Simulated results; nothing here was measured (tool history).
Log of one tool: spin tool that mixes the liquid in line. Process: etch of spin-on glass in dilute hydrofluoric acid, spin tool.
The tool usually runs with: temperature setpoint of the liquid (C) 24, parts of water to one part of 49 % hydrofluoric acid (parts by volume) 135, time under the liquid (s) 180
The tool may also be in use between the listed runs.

run,hour,temperature setpoint of the liquid (C),parts of water to one part of 49 % hydrofluoric acid (parts by volume),time under the liquid (s),wafers since the last listed run,hours since the thermometer was replaced,hours since the hydrofluoric acid flow meter was replaced,hours since the gauge calibration,"read-back film thickness of the spin-on glass reference wafer, read on the same gauge (nm)",thickness taken off the spin-on glass on a monitor wafer (nm)
1,0,22,135,180,0,126.9,1362.7,706.8,149.96,28.33
2,66.4,24,185,240,395,193.3,1429.1,773.2,149.99,28.29
3,116.4,24,135,180,297,243.3,1479.1,823.2,149.97,30.6
4,142.3,24,135,180,154,269.2,1505,849.1,149.94,30.88
5,182.1,24,135,180,237,309,1544.8,888.9,150.03,30.27
6,230.6,24,135,180,289,357.5,1593.3,937.4,149.99,30.42
7,280.4,24,135,180,296,407.3,1643.1,987.2,149.97,30.27
8,347.4,24,135,180,399,474.3,1710.1,1054.2,150,30.24
9,396.8,24,135,180,294,523.7,1759.5,1103.6,150.02,30
10,463.5,24,135,180,397,590.4,1826.2,1170.3,149.95,29.97
11,499,24,135,180,211,625.9,1861.7,1205.8,149.99,30.05
12,569.4,24,135,180,419,696.3,1932.1,1276.2,149.93,29.99
13,620.6,24,135,95,305,747.5,1983.3,1327.4,150,15.73
14,677.2,24,135,95,337,804.1,2039.9,1384,149.98,15.68
15,718.5,24,135,180,246,845.4,2081.2,1425.3,149.97,29.73
16,771.9,24,135,180,318,898.8,2134.6,1478.7,150.05,29.68
17,862.5,24,135,180,539,989.4,2225.2,1569.3,150.04,29.41
18,922.3,24,100,180,356,1049.2,2285,1629.1,150.05,41.03
19,958.1,24,135,180,213,1085,2320.8,1664.9,149.96,29.32
20,988.2,24,135,180,179,1115.1,2350.9,1695,150.02,29.16
21,1015.5,21.5,135,180,162,1142.4,2378.2,1722.3,150,26.66
# hour 1024.4: hydrofluoric acid flow meter replaced
22,1062.3,24,195,130,272,1189.2,37.9,1769.1,149.96,13.8
23,1094.5,24,135,180,191,1221.4,70.1,1801.3,149.97,29.05
24,1121.7,20.5,160,225,162,1248.6,97.3,1828.5,150.05,26.11
# hour 1151: gauge calibrated
# hour 1162.4: thermometer replaced
25,1182.7,24,135,180,357,20.3,158.3,31.7,150.01,30.96
26,1251.6,28.5,110,180,410,89.2,227.2,100.6,149.96,46.1
27,1285.3,25.5,100,180,200,122.9,260.9,134.3,149.97,46.09
28,1314.2,22.5,200,265,172,151.8,289.8,163.2,150.01,26.53
29,1375.3,26.5,165,280,364,212.9,350.9,224.3,150.02,41.33
30,1430.5,21.5,115,105,328,268.1,406.1,279.5,150,19.27
31,1479.5,24,115,180,292,317.1,455.1,328.5,149.99,36.83
32,1551,26,135,280,426,388.6,526.6,400,149.94,50.89
33,1590.9,24,135,180,237,428.5,566.5,439.9,149.98,29.99
34,1617.8,27,135,210,160,455.4,593.4,466.8,150.02,39.49
35,1681.1,29,65,285,377,518.7,656.7,530.1,149.98,131.75

For each run, the measured value with the value that run would have given without the tool's hidden condition subtracted. The run-to-run variation is shared by both, the gauge scatter possibly not:
Hidden state present: liquid colder than its thermometer reads (K); hydrofluoric acid flow above the setpoint (%); gauge reads high (%).
run,thickness taken off the spin-on glass on a monitor wafer (nm)
1,-0.22
2,-0.31
3,-0.42
4,-0.46
5,-0.51
6,-0.58
7,-0.66
8,-0.76
9,-0.82
10,-0.93
11,-0.98
12,-1.09
13,-0.61
14,-0.65
15,-1.31
16,-1.38
17,-1.51
18,-2.28
19,-1.65
20,-1.68
21,-1.62
22,-0.82
23,-1.84
24,-1.73
25,-0.21
26,-0.47
27,-0.56
28,-0.35
29,-0.65
30,-0.39
31,-0.8
32,-1.25
33,-0.81
34,-1.1
35,-4.25
